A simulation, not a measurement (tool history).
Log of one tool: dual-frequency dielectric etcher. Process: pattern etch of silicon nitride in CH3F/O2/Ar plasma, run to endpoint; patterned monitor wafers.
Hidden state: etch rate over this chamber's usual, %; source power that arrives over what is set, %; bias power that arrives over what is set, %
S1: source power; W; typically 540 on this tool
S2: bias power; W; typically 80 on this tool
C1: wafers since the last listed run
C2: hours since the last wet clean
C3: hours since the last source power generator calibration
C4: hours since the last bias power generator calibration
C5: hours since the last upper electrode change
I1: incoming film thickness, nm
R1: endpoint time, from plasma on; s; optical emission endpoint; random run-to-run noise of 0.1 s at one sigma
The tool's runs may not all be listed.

run	hour	S1	S2	C1	C2	C3	C4	C5	I1	R1
1	0	640	72	0	58.8	2762.3	1072.6	1785.1	21	25.4
2	51.9	540	88	818	110.7	2814.2	1124.5	1837	21.26	25.2
3	118.3	540	88	1047	177.1	2880.6	1190.9	1903.4	20.96	24.9
4	186.6	540	88	1077	245.4	2948.9	1259.2	1971.7	21.17	25.1
5	251.7	540	93	1026	310.5	3014	1324.3	2036.8	21.2	24.6
6	322.1	540	93	1110	380.9	3084.4	1394.7	2107.2	21.08	24.3
# hour 358.4: wet clean of the chamber
7	386.7	540	93	640	28.3	3149	1459.3	2171.8	21.04	24.8
8	455.1	540	80	1078	96.7	3217.4	1527.7	2240.2	20.87	25.5
9	518	540	80	991	159.6	3280.3	1590.6	2303.1	21.15	25.8
10	579.8	540	80	974	221.4	3342.1	1652.4	2364.9	21.19	25.7
11	635.7	540	80	881	277.3	3398	1708.3	2420.8	21.01	25.4
# hour 669.5: bias power generator calibrated
12	674	540	66	540	315.6	3436.3	4.5	2459.1	21.08	26.9
# hour 700.3: wet clean of the chamber
13	742.1	580	67	695	41.8	3504.4	72.6	2527.2	21.14	26.9
14	806.5	580	67	1015	106.2	3568.8	137	2591.6	21.03	26.5
15	849.8	580	67	682	149.5	3612.1	180.3	2634.9	21.15	26.8
16	900.6	540	80	801	200.3	3662.9	231.1	2685.7	21.03	25.6
17	939	540	80	605	238.7	3701.3	269.5	2724.1	20.93	25.4
18	965.1	460	80	411	264.8	3727.4	295.6	2750.2	21.05	26.3
19	1005.8	540	80	641	305.5	3768.1	336.3	2790.9	21	25.4
# hour 1049.9: upper electrode replaced
20	1063.5	620	96	531	363.2	3825.8	394	13.6	21.31	23.6
# hour 1090.9: wet clean of the chamber
21	1124.5	500	64	583	33.6	3886.8	455	74.6	20.75	27.7
22	1178.1	500	93	845	87.2	3940.4	508.6	128.2	20.93	25.2
# hour 1192.6: source power generator calibrated
23	1203.4	440	98	335	112.5	10.8	533.9	153.5	21.08	25.7
24	1257.7	620	80	856	166.8	65.1	588.2	207.8	21.11	25
25	1319.5	540	68	974	228.6	126.9	650	269.6	21.03	26.9
26	1353.5	540	90	536	262.6	160.9	684	303.6	21.04	24.6
27	1402.8	490	70	777	311.9	210.2	733.3	352.9	21.12	27.1
28	1449.5	590	70	736	358.6	256.9	780	399.6	21.15	25.8
29	1490.4	650	95	644	399.5	297.8	820.9	440.5	21.03	23
# hour 1527.2: wet clean of the chamber
30	1537.2	540	80	359	10	344.6	867.7	487.3	21.22	26.3
31	1577.9	540	80	641	50.7	385.3	908.4	528	21.12	25.8
32	1614.6	610	70	578	87.4	422	945.1	564.7	21.24	26.2
33	1755.1	540	98	2215	227.9	562.5	1085.6	705.2	21.26	24.3
34	1801.9	650	80	738	274.7	609.3	1132.4	752	21.3	24.8

Per-run results on a tool with no hidden state, each run keeping its own random variation:
run	R1
1	25.5
2	25.4
3	25.2
4	25.5
5	25.1
6	25
7	24.9
8	25.6
9	26.1
10	26.1
11	25.8
12	27.4
13	27.1
14	26.7
15	27.1
16	26
17	25.8
18	26.8
19	25.9
20	24.2
21	27.7
22	25.3
23	25.8
24	25.2
25	27.2
26	25
27	27.6
28	26.3
29	23.5
30	26.3
31	25.9
32	26.3
33	24.6
34	25.1
